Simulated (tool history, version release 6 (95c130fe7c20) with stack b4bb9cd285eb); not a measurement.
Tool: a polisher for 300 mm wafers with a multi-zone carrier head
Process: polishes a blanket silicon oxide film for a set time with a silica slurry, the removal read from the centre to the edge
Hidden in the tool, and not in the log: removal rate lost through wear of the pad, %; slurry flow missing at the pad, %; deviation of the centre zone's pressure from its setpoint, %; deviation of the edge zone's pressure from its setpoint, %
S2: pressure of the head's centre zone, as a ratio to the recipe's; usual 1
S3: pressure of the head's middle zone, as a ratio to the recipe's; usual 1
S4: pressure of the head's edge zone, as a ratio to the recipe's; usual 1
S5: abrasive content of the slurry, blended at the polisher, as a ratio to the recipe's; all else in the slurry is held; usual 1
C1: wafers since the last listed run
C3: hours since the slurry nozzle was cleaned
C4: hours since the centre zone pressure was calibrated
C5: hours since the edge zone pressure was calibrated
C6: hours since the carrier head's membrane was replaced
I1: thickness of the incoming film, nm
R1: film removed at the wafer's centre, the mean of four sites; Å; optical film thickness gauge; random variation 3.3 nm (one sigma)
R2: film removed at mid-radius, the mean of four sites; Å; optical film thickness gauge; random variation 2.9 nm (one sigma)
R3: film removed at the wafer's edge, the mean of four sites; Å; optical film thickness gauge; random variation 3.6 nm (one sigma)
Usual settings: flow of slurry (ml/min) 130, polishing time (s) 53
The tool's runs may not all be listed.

run 1 hour=0 | flow_of_slurry_(ml/min)=130 S2=1 S3=1 S4=1 S5=1 polishing_time_(s)=53 | C1=0 wafers_polished_on_this_pad=1381 C3=686.7 C4=969.4 C5=1167.9 C6=221.5 | I1=773 | R1=2287 R2=2630 R3=2654
run 2 hour=18.3 | flow_of_slurry_(ml/min)=170 S2=0.96 S3=1.1 S4=1 S5=1 polishing_time_(s)=62 | C1=228 wafers_polished_on_this_pad=1609 C3=705 C4=987.7 C5=1186.2 C6=239.8 | I1=758.8 | R1=2722 R2=3477 R3=3053
run 3 hour=46.1 | flow_of_slurry_(ml/min)=115 S2=1.11 S3=1 S4=1 S5=1 polishing_time_(s)=53 | C1=347 wafers_polished_on_this_pad=1957 C3=732.8 C4=1015.5 C5=1214 C6=267.6 | I1=762.5 | R1=2464 R2=2534 R3=2582
-- hour=86.8 slurry nozzle cleaned
run 4 hour=97.8 | flow_of_slurry_(ml/min)=130 S2=1 S3=1 S4=1 S5=1 polishing_time_(s)=42 | C1=633 wafers_polished_on_this_pad=2590 C3=11 C4=1067.2 C5=1265.7 C6=319.3 | I1=776.4 | R1=1781 R2=2090 R3=2055
-- hour=125.9 worn pad replaced by a new one
run 5 hour=126.4 | flow_of_slurry_(ml/min)=130 S2=1 S3=1 S4=1 S5=1 polishing_time_(s)=45 | C1=307 wafers_polished_on_this_pad=5 C3=39.6 C4=1095.8 C5=1294.3 C6=347.9 | I1=773.1 | R1=1941 R2=2208 R3=2191
run 6 hour=138.3 | flow_of_slurry_(ml/min)=130 S2=1 S3=1.12 S4=1.05 S5=1 polishing_time_(s)=35 | C1=148 wafers_polished_on_this_pad=154 C3=51.5 C4=1107.7 C5=1306.2 C6=359.8 | I1=758.2 | R1=1542 R2=1898 R3=1720
run 7 hour=157.5 | flow_of_slurry_(ml/min)=130 S2=1 S3=1 S4=0.94 S5=1 polishing_time_(s)=53 | C1=239 wafers_polished_on_this_pad=394 C3=70.7 C4=1126.9 C5=1325.4 C6=379 | I1=770.7 | R1=2284 R2=2674 R3=2517
run 8 hour=179 | flow_of_slurry_(ml/min)=130 S2=0.93 S3=1 S4=1 S5=1 polishing_time_(s)=47 | C1=268 wafers_polished_on_this_pad=663 C3=92.2 C4=1148.4 C5=1346.9 C6=400.5 | I1=776.7 | R1=1885 R2=2330 R3=2318
run 9 hour=204.3 | flow_of_slurry_(ml/min)=130 S2=1.07 S3=1 S4=1 S5=1.15 polishing_time_(s)=53 | C1=316 wafers_polished_on_this_pad=979 C3=117.5 C4=1173.7 C5=1372.2 C6=425.8 | I1=769.8 | R1=2512 R2=2699 R3=2618
run 10 hour=236.5 | flow_of_slurry_(ml/min)=95 S2=1 S3=1 S4=1 S5=1.25 polishing_time_(s)=53 | C1=402 wafers_polished_on_this_pad=1381 C3=149.7 C4=1205.9 C5=1404.4 C6=458 | I1=775 | R1=2258 R2=2586 R3=2563
run 11 hour=252.4 | flow_of_slurry_(ml/min)=130 S2=1 S3=1 S4=1 S5=1 polishing_time_(s)=65 | C1=198 wafers_polished_on_this_pad=1580 C3=165.6 C4=1221.8 C5=1420.3 C6=473.9 | I1=763.1 | R1=2746 R2=3191 R3=3140
-- hour=306 centre zone pressure recalibrated
-- hour=321.1 edge zone pressure recalibrated
run 12 hour=334.4 | flow_of_slurry_(ml/min)=130 S2=1 S3=0.93 S4=1 S5=1 polishing_time_(s)=53 | C1=974 wafers_polished_on_this_pad=2555 C3=247.6 C4=28.4 C5=13.3 C6=555.9 | I1=777.2 | R1=2633 R2=2458 R3=2594
run 13 hour=361.8 | flow_of_slurry_(ml/min)=130 S2=1 S3=0.96 S4=1 S5=1 polishing_time_(s)=53 | C1=342 wafers_polished_on_this_pad=2897 C3=275 C4=55.8 C5=40.7 C6=583.3 | I1=759.2 | R1=2656 R2=2459 R3=2609
-- hour=390.3 worn pad replaced by a new one
run 14 hour=424.6 | flow_of_slurry_(ml/min)=130 S2=1 S3=1 S4=1 S5=1 polishing_time_(s)=53 | C1=734 wafers_polished_on_this_pad=428 C3=337.8 C4=118.6 C5=103.5 C6=646.1 | I1=774.1 | R1=2535 R2=2590 R3=2540
run 15 hour=459.3 | flow_of_slurry_(ml/min)=130 S2=1 S3=1 S4=1 S5=1 polishing_time_(s)=53 | C1=433 wafers_polished_on_this_pad=862 C3=372.5 C4=153.3 C5=138.2 C6=680.8 | I1=761.7 | R1=2487 R2=2622 R3=2595
run 16 hour=477.1 | flow_of_slurry_(ml/min)=130 S2=1 S3=1.1 S4=1 S5=1 polishing_time_(s)=53 | C1=222 wafers_polished_on_this_pad=1084 C3=390.3 C4=171.1 C5=156 C6=698.6 | I1=766.8 | R1=2478 R2=2861 R3=2599
run 17 hour=492.7 | flow_of_slurry_(ml/min)=155 S2=1 S3=1 S4=1 S5=0.7 polishing_time_(s)=53 | C1=194 wafers_polished_on_this_pad=1279 C3=405.9 C4=186.7 C5=171.6 C6=714.2 | I1=762.6 | R1=2457 R2=2465 R3=2428
-- hour=505.8 carrier head's membrane replaced by a new one
run 18 hour=514.8 | flow_of_slurry_(ml/min)=115 S2=1 S3=1 S4=1.1 S5=1.15 polishing_time_(s)=53 | C1=213 wafers_polished_on_this_pad=1493 C3=428 C4=208.8 C5=193.7 C6=9 | I1=754.7 | R1=2521 R2=2638 R3=2789
run 19 hour=589.7 | flow_of_slurry_(ml/min)=105 S2=1.06 S3=1.08 S4=0.89 S5=1 polishing_time_(s)=53 | C1=935 wafers_polished_on_this_pad=2429 C3=502.9 C4=283.7 C5=268.6 C6=83.9 | I1=767.8 | R1=2490 R2=2716 R3=2287
run 20 hour=610.1 | flow_of_slurry_(ml/min)=130 S2=1 S3=0.95 S4=1 S5=0.8 polishing_time_(s)=35 | C1=254 wafers_polished_on_this_pad=2683 C3=523.3 C4=304.1 C5=289 C6=104.3 | I1=766 | R1=1528 R2=1589 R3=1592
run 21 hour=640.8 | flow_of_slurry_(ml/min)=130 S2=1 S3=1 S4=1 S5=1 polishing_time_(s)=53 | C1=383 wafers_polished_on_this_pad=3067 C3=554 C4=334.8 C5=319.7 C6=135 | I1=769.6 | R1=2463 R2=2619 R3=2599
run 22 hour=664.3 | flow_of_slurry_(ml/min)=130 S2=1 S3=1 S4=0.93 S5=1.25 polishing_time_(s)=53 | C1=293 wafers_polished_on_this_pad=3361 C3=577.5 C4=358.3 C5=343.2 C6=158.5 | I1=761.9 | R1=2640 R2=2788 R3=2659

3 ways to go on from here, each from the tool as it stands after run 22. What would each give?
run A hour=664.7 | flow_of_slurry_(ml/min)=130 S2=1 S3=1 S4=1 S5=1 polishing_time_(s)=67 | C1=4 wafers_polished_on_this_pad=3366 C3=577.9 C4=358.7 C5=343.6 C6=158.9 | I1=780.3 | R1=? R2=? R3=?
run B hour=664.7 | flow_of_slurry_(ml/min)=130 S2=1 S3=1 S4=1.04 S5=1 polishing_time_(s)=53 | C1=4 wafers_polished_on_this_pad=3366 C3=577.9 C4=358.7 C5=343.6 C6=158.9 | I1=780.3 | R1=? R2=? R3=?
run C hour=664.7 | flow_of_slurry_(ml/min)=170 S2=1 S3=1 S4=1 S5=1 polishing_time_(s)=53 | C1=4 wafers_polished_on_this_pad=3366 C3=577.9 C4=358.7 C5=343.6 C6=158.9 | I1=780.3 | R1=? R2=? R3=?

run=A R1=3146 R2=3326 R3=3296
run=B R1=2488 R2=2631 R3=2657
run=C R1=2621 R2=2755 R3=2695
Without the tool's hidden state the same runs would have given:
run=A R1=3392 R2=3325 R3=3296
run=B R1=2683 R2=2630 R3=2657
run=C R1=2826 R2=2754 R3=2695

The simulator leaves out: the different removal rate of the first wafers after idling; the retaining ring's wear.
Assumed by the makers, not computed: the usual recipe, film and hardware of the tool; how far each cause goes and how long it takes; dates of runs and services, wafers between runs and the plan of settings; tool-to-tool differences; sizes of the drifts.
